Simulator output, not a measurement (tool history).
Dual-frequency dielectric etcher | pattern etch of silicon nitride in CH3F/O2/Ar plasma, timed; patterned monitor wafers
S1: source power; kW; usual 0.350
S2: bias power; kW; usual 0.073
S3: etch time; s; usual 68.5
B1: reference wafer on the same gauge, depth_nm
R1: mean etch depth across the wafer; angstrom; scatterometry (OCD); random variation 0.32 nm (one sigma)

{"run": 1, "day": 0.0, "S1": 0.35, "S2": 0.073, "S3": 68.5, "B1": 57.01, "R1": 495.8}
{"run": 2, "day": 4.296, "S1": 0.35, "S2": 0.073, "S3": 68.5, "B1": 57.13, "R1": 487.7}
{"run": 3, "day": 6.638, "S1": 0.35, "S2": 0.073, "S3": 68.5, "B1": 57.16, "R1": 478.4}
{"run": 4, "day": 9.146, "S1": 0.35, "S2": 0.073, "S3": 68.5, "B1": 57.09, "R1": 487.5}
{"day": 9.446, "done": "gauge calibrated"}
{"run": 5, "day": 10.904, "S1": 0.35, "S2": 0.073, "S3": 68.5, "B1": 57.11, "R1": 483.4}
{"day": 14.375, "done": "wet clean of the chamber"}
{"run": 6, "day": 14.708, "S1": 0.35, "S2": 0.073, "S3": 68.5, "B1": 57.05, "R1": 510.0}
{"run": 7, "day": 19.2, "S1": 0.35, "S2": 0.073, "S3": 68.5, "B1": 57.18, "R1": 505.0}
{"run": 8, "day": 21.038, "S1": 0.35, "S2": 0.073, "S3": 77.0, "B1": 57.05, "R1": 565.0}
{"run": 9, "day": 23.688, "S1": 0.35, "S2": 0.073, "S3": 77.0, "B1": 57.03, "R1": 558.9}
{"day": 25.838, "done": "bias power generator calibrated"}
{"run": 10, "day": 26.654, "S1": 0.35, "S2": 0.073, "S3": 61.5, "B1": 57.06, "R1": 446.9}
{"run": 11, "day": 28.192, "S1": 0.35, "S2": 0.073, "S3": 61.5, "B1": 57.13, "R1": 444.3}
{"run": 12, "day": 41.496, "S1": 0.41, "S2": 0.073, "S3": 68.5, "B1": 57.09, "R1": 528.2}
{"day": 42.742, "done": "upper electrode replaced, of another model than before"}
{"day": 43.133, "done": "wet clean of the chamber"}
{"run": 13, "day": 43.154, "S1": 0.28, "S2": 0.09, "S3": 68.5, "B1": 57.15, "R1": 529.4}
{"run": 14, "day": 45.162, "S1": 0.31, "S2": 0.082, "S3": 68.5, "B1": 57.09, "R1": 521.1}
{"run": 15, "day": 47.462, "S1": 0.35, "S2": 0.073, "S3": 68.5, "B1": 57.13, "R1": 504.3}
{"day": 48.021, "done": "gauge calibrated"}
{"day": 48.492, "done": "source power generator calibrated"}
{"run": 16, "day": 50.646, "S1": 0.35, "S2": 0.073, "S3": 68.5, "B1": 57.0, "R1": 500.1}
{"run": 17, "day": 53.338, "S1": 0.43, "S2": 0.059, "S3": 79.5, "B1": 57.15, "R1": 542.9}
{"run": 18, "day": 56.825, "S1": 0.27, "S2": 0.073, "S3": 68.5, "B1": 57.07, "R1": 447.3}
{"run": 19, "day": 60.279, "S1": 0.35, "S2": 0.073, "S3": 68.5, "B1": 57.06, "R1": 487.3}
{"run": 20, "day": 62.188, "S1": 0.35, "S2": 0.073, "S3": 68.5, "B1": 57.06, "R1": 490.0}
{"day": 65.2, "done": "wet clean of the chamber"}
{"run": 21, "day": 65.221, "S1": 0.31, "S2": 0.089, "S3": 87.0, "B1": 57.21, "R1": 699.2}
{"run": 22, "day": 69.0, "S1": 0.35, "S2": 0.09, "S3": 68.5, "B1": 57.13, "R1": 572.0}

5 ways to go on from here, each from the tool as it stands after run 22. What would each give?
{"run": "A", "day": 69.017, "S1": 0.38, "S2": 0.073, "S3": 68.5, "B1": "?", "R1": "?"}
{"run": "B", "day": 69.017, "S1": 0.35, "S2": 0.088, "S3": 84.5, "B1": "?", "R1": "?"}
{"run": "C", "day": 69.017, "S1": 0.35, "S2": 0.058, "S3": 84.0, "B1": "?", "R1": "?"}
{"run": "D", "day": 69.017, "S1": 0.35, "S2": 0.068, "S3": 80.0, "B1": "?", "R1": "?"}
{"run": "E", "day": 69.017, "S1": 0.43, "S2": 0.073, "S3": 68.5, "B1": "?", "R1": "?"}

run=A B1=57.10 R1=525.8
run=B B1=57.10 R1=701.9
run=C B1=57.10 R1=542.1
run=D B1=57.10 R1=571.2
run=E B1=57.10 R1=549.7
Without the tool's hidden state the same runs would have given:
run=A R1=531.6
run=B R1=709.7
run=C R1=548.1
run=D R1=577.6
run=E R1=555.8

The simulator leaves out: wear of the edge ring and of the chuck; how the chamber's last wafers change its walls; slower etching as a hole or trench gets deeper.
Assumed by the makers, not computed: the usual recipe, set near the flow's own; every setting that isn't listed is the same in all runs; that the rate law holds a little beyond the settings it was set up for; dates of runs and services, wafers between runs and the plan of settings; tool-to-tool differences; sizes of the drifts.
